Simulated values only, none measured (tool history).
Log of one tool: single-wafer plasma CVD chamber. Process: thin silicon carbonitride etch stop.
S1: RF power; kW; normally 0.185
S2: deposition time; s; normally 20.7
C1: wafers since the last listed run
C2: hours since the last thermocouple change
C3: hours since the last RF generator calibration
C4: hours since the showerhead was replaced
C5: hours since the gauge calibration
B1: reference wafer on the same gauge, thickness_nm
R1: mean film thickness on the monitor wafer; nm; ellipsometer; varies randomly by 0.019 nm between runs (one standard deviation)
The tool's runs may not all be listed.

run 1 hour=0.0 | S1=0.185 S2=20.7 | C1=0 C2=2329.8 C3=1433.0 C4=6128.6 C5=188.1 | B1=12.694 | R1=10.399
run 2 hour=48.6 | S1=0.185 S2=20.7 | C1=968 C2=2378.4 C3=1481.6 C4=6177.2 C5=236.7 | B1=12.694 | R1=10.381
run 3 hour=77.3 | S1=0.185 S2=20.7 | C1=571 C2=2407.1 C3=1510.3 C4=6205.9 C5=265.4 | B1=12.708 | R1=10.384
run 4 hour=94.8 | S1=0.160 S2=20.7 | C1=348 C2=2424.6 C3=1527.8 C4=6223.4 C5=282.9 | B1=12.706 | R1=9.947
run 5 hour=102.0 | S1=0.160 S2=20.7 | C1=143 C2=2431.8 C3=1535.0 C4=6230.6 C5=290.1 | B1=12.692 | R1=9.943
run 6 hour=115.0 | S1=0.160 S2=20.7 | C1=258 C2=2444.8 C3=1548.0 C4=6243.6 C5=303.1 | B1=12.700 | R1=9.954
run 7 hour=121.8 | S1=0.175 S2=19.7 | C1=135 C2=2451.6 C3=1554.8 C4=6250.4 C5=309.9 | B1=12.706 | R1=9.770
run 8 hour=139.7 | S1=0.175 S2=19.7 | C1=356 C2=2469.5 C3=1572.7 C4=6268.3 C5=327.8 | B1=12.700 | R1=9.741
run 9 hour=146.3 | S1=0.175 S2=19.7 | C1=131 C2=2476.1 C3=1579.3 C4=6274.9 C5=334.4 | B1=12.702 | R1=9.737
-- hour=148.0 gauge calibrated
run 10 hour=157.3 | S1=0.185 S2=22.7 | C1=219 C2=2487.1 C3=1590.3 C4=6285.9 C5=9.3 | B1=12.699 | R1=11.397
run 11 hour=172.6 | S1=0.185 S2=22.7 | C1=304 C2=2502.4 C3=1605.6 C4=6301.2 C5=24.6 | B1=12.703 | R1=11.424
run 12 hour=189.6 | S1=0.205 S2=18.1 | C1=338 C2=2519.4 C3=1622.6 C4=6318.2 C5=41.6 | B1=12.701 | R1=9.393
run 13 hour=201.9 | S1=0.205 S2=18.1 | C1=245 C2=2531.7 C3=1634.9 C4=6330.5 C5=53.9 | B1=12.710 | R1=9.416
run 14 hour=216.6 | S1=0.205 S2=18.1 | C1=292 C2=2546.4 C3=1649.6 C4=6345.2 C5=68.6 | B1=12.703 | R1=9.382
-- hour=229.3 showerhead replaced
-- hour=231.7 thermocouple changed; heater temperature recalibrated
run 15 hour=232.2 | S1=0.185 S2=20.7 | C1=104 C2=0.5 C3=1665.2 C4=2.9 C5=84.2 | B1=12.695 | R1=10.368
run 16 hour=232.5 | S1=0.185 S2=20.7 | C1=5 C2=0.8 C3=1665.5 C4=3.2 C5=84.5 | B1=12.695 | R1=10.407
run 17 hour=238.3 | S1=0.185 S2=24.8 | C1=115 C2=6.6 C3=1671.3 C4=9.0 C5=90.3 | B1=12.692 | R1=12.450
run 18 hour=250.9 | S1=0.185 S2=20.7 | C1=250 C2=19.2 C3=1683.9 C4=21.6 C5=102.9 | B1=12.700 | R1=10.407
run 19 hour=268.1 | S1=0.165 S2=19.6 | C1=342 C2=36.4 C3=1701.1 C4=38.8 C5=120.1 | B1=12.699 | R1=9.493
run 20 hour=284.5 | S1=0.200 S2=19.4 | C1=326 C2=52.8 C3=1717.5 C4=55.2 C5=136.5 | B1=12.696 | R1=9.989
-- hour=297.3 RF generator calibrated
run 21 hour=297.8 | S1=0.195 S2=23.8 | C1=105 C2=66.1 C3=0.5 C4=68.5 C5=149.8 | B1=12.695 | R1=12.519
run 22 hour=310.5 | S1=0.155 S2=18.0 | C1=252 C2=78.8 C3=13.2 C4=81.2 C5=162.5 | B1=12.709 | R1=8.826
run 23 hour=325.7 | S1=0.210 S2=20.7 | C1=302 C2=94.0 C3=28.4 C4=96.4 C5=177.7 | B1=12.696 | R1=11.119
run 24 hour=337.8 | S1=0.210 S2=23.4 | C1=241 C2=106.1 C3=40.5 C4=108.5 C5=189.8 | B1=12.691 | R1=12.555
run 25 hour=350.7 | S1=0.185 S2=20.7 | C1=256 C2=119.0 C3=53.4 C4=121.4 C5=202.7 | B1=12.707 | R1=10.711
run 26 hour=364.9 | S1=0.185 S2=20.7 | C1=282 C2=133.2 C3=67.6 C4=135.6 C5=216.9 | B1=12.711 | R1=10.702
run 27 hour=372.5 | S1=0.165 S2=22.8 | C1=151 C2=140.8 C3=75.2 C4=143.2 C5=224.5 | B1=12.697 | R1=11.398
run 28 hour=389.2 | S1=0.185 S2=23.2 | C1=332 C2=157.5 C3=91.9 C4=159.9 C5=241.2 | B1=12.714 | R1=12.035
run 29 hour=405.2 | S1=0.185 S2=20.7 | C1=318 C2=173.5 C3=107.9 C4=175.9 C5=257.2 | B1=12.701 | R1=10.692
run 30 hour=411.5 | S1=0.165 S2=17.6 | C1=125 C2=179.8 C3=114.2 C4=182.2 C5=263.5 | B1=12.690 | R1=8.767
run 31 hour=421.6 | S1=0.185 S2=20.7 | C1=201 C2=189.9 C3=124.3 C4=192.3 C5=273.6 | B1=12.703 | R1=10.658
run 32 hour=428.0 | S1=0.155 S2=19.1 | C1=127 C2=196.3 C3=130.7 C4=198.7 C5=280.0 | B1=12.684 | R1=9.322
run 33 hour=442.4 | S1=0.205 S2=23.3 | C1=286 C2=210.7 C3=145.1 C4=213.1 C5=294.4 | B1=12.693 | R1=12.379
-- hour=449.0 gauge calibrated
run 34 hour=459.2 | S1=0.155 S2=17.6 | C1=334 C2=227.5 C3=161.9 C4=229.9 C5=10.2 | B1=12.690 | R1=8.590
run 35 hour=477.0 | S1=0.200 S2=19.4 | C1=354 C2=245.3 C3=179.7 C4=247.7 C5=28.0 | B1=12.711 | R1=10.231

Forecast each of these 4 alternatives for the next run:
run A hour=477.4 | S1=0.200 S2=20.7 | C1=7 C2=245.7 C3=180.1 C4=248.1 C5=28.4 | B1=? | R1=?
run B hour=477.4 | S1=0.155 S2=23.8 | C1=7 C2=245.7 C3=180.1 C4=248.1 C5=28.4 | B1=? | R1=?
run C hour=477.4 | S1=0.215 S2=24.2 | C1=7 C2=245.7 C3=180.1 C4=248.1 C5=28.4 | B1=? | R1=?
run D hour=477.4 | S1=0.160 S2=18.1 | C1=7 C2=245.7 C3=180.1 C4=248.1 C5=28.4 | B1=? | R1=?

run=A B1=12.696 R1=10.930
run=B B1=12.696 R1=11.608
run=C B1=12.696 R1=13.067
run=D B1=12.696 R1=8.916
The same runs, with their run-to-run variation unchanged, on a tool lacking any hidden condition would have given:
run=A R1=11.029
run=B R1=11.713
run=C R1=13.185
run=D R1=8.997
